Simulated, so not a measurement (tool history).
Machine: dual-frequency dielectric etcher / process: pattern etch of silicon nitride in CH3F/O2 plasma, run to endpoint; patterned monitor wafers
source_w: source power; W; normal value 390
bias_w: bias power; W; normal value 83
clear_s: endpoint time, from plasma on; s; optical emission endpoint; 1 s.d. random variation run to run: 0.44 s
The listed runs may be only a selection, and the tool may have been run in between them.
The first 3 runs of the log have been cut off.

| run | hour | source_w | bias_w | incoming incoming film thickness, nm | clear_s |
|---|---|---|---|---|---|
|  | 121.6 | wet clean of the chamber |
| 4 | 129.4 | 390 | 83 | 97.3 | 111.8 |
| 5 | 167.2 | 390 | 83 | 97.8 | 111.6 |
| 6 | 202.3 | 390 | 83 | 98.1 | 112 |
| 7 | 239.3 | 390 | 83 | 96.9 | 110.9 |
| 8 | 281.1 | 390 | 83 | 98 | 111.8 |
| 9 | 322 | 390 | 83 | 98.7 | 113.5 |
| 10 | 369.4 | 390 | 83 | 97.9 | 112.8 |
| 11 | 395.1 | 390 | 83 | 97.5 | 112.7 |
| 12 | 450.5 | 390 | 83 | 98.4 | 113.6 |
| 13 | 483.2 | 390 | 83 | 97.5 | 112.3 |
| 14 | 549.9 | 390 | 83 | 97.8 | 113.7 |
|  | 629 | bias power generator calibrated |
| 15 | 726.9 | 390 | 83 | 98.2 | 113.7 |
|  | 781.7 | wet clean of the chamber |
|  | 798.3 | upper electrode replaced |
| 16 | 798.8 | 390 | 83 | 98.2 | 111.9 |
| 17 | 801.6 | 390 | 83 | 97.9 | 112.5 |

The next listed run, before its measurement:
| 18 | 844.8 | 360 | 83 | 97.5 | ? |

Run 18 produced clear_s 113 s.
With the hidden condition absent and the run-to-run variation left alone, this run would have shown clear_s 112.9 s.

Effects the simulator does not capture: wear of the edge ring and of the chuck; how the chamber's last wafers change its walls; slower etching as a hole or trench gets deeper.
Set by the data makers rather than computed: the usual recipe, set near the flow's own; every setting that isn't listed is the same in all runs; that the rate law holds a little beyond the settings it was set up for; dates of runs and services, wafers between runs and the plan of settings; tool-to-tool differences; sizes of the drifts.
